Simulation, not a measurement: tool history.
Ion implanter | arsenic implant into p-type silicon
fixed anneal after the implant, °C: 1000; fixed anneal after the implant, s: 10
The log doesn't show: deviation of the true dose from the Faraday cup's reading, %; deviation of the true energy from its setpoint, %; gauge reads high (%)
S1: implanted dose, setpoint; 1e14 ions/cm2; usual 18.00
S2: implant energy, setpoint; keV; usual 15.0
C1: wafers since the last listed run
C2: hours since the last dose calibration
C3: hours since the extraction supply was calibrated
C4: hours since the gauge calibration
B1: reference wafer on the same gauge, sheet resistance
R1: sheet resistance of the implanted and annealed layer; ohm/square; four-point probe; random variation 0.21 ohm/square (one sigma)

run	hour	S1	S2	C1	C2	C3	C4	B1	R1
1	0.0	18.00	17.0	0	553.2	4633.8	1478.8	163.02	135.47
2	41.6	20.78	15.0	804	594.8	4675.4	1520.4	163.02	139.34
3	112.6	20.78	15.0	1372	665.8	4746.4	1591.4	163.01	139.20
4	156.1	20.40	15.0	840	709.3	4789.9	1634.9	163.09	139.38
5	192.8	20.40	15.0	709	746.0	4826.6	1671.6	162.89	139.29
6	262.7	20.40	15.0	1351	815.9	4896.5	1741.5	163.05	139.20
7	319.3	21.39	13.5	1094	872.5	4953.1	1798.1	163.08	143.62
# hour 360.1: Faraday cup replaced and dose calibrated
8	389.2	18.00	15.0	1196	29.1	5023.0	1868.0	163.01	141.43
9	444.5	18.00	11.5	1068	84.4	5078.3	1923.3	163.12	153.59
10	485.2	18.00	11.5	786	125.1	5119.0	1964.0	163.12	153.41
11	509.6	18.00	11.5	471	149.5	5143.4	1988.4	163.00	153.54
12	563.2	18.00	15.0	1036	203.1	5197.0	2042.0	162.93	141.56
13	618.3	18.00	18.5	1065	258.2	5252.1	2097.1	163.00	131.22
14	648.2	18.00	15.0	577	288.1	5282.0	2127.0	163.03	141.63
15	703.6	18.00	15.0	1070	343.5	5337.4	2182.4	163.01	141.64
16	735.0	18.00	16.5	606	374.9	5368.8	2213.8	163.00	136.99
17	777.8	18.00	15.0	827	417.7	5411.6	2256.6	162.89	141.71
18	813.6	23.07	15.0	692	453.5	5447.4	2292.4	162.92	137.23
# hour 824.9: gauge calibrated
19	846.0	22.37	16.5	626	485.9	5479.8	21.1	162.97	133.39
20	936.3	18.00	15.0	1745	576.2	5570.1	111.4	162.90	141.90
21	1006.7	21.11	17.0	1360	646.6	5640.5	181.8	162.95	132.69
22	1095.2	14.10	11.5	1710	735.1	5729.0	270.3	162.98	160.20
23	1157.0	13.56	19.5	1194	796.9	5790.8	332.1	163.06	135.91
24	1201.2	20.78	15.0	854	841.1	5835.0	376.3	162.90	139.04
# hour 1248.9: Faraday cup replaced and dose calibrated
25	1249.4	13.97	16.5	777	0.5	5883.2	424.5	162.84	143.63
26	1313.6	18.00	13.5	1240	64.7	5947.4	488.7	163.04	146.74
27	1337.7	21.19	15.0	465	88.8	5971.5	512.8	162.99	138.48
# hour 1346.2: extraction supply calibrated
28	1396.0	20.49	15.0	972	147.1	49.8	571.1	163.04	136.85
29	1424.2	15.13	18.5	545	175.3	78.0	599.3	163.05	133.00
30	1473.2	20.87	18.5	947	224.3	127.0	648.3	163.06	126.25
31	1535.1	18.00	18.0	1196	286.2	188.9	710.2	163.02	129.96
32	1589.9	16.45	12.5	1059	341.0	243.7	765.0	163.02	150.05
33	1629.4	22.01	14.0	763	380.5	283.2	804.5	162.99	139.67
34	1655.5	22.01	14.0	504	406.6	309.3	830.6	163.12	139.38
35	1713.1	18.00	15.0	1113	464.2	366.9	888.2	162.85	139.82
36	1780.7	21.56	19.5	1306	531.8	434.5	955.8	163.07	123.20
37	1838.9	20.78	15.0	1125	590.0	492.7	1014.0	162.99	137.58

Forecast each of these 4 alternatives for the next run:
A	1839.3	19.99	15.0	7	590.4	493.1	1014.4	?	?
B	1839.3	19.63	10.5	7	590.4	493.1	1014.4	?	?
C	1839.3	15.01	16.5	7	590.4	493.1	1014.4	?	?
D	1839.3	21.20	15.0	7	590.4	493.1	1014.4	?	?

run	B1	R1
A	163.03	137.83
B	163.03	153.66
C	163.03	139.46
D	163.03	136.82
Without the tool's hidden state the same runs would have given:
run	R1
A	137.37
B	153.29
C	138.98
D	136.37
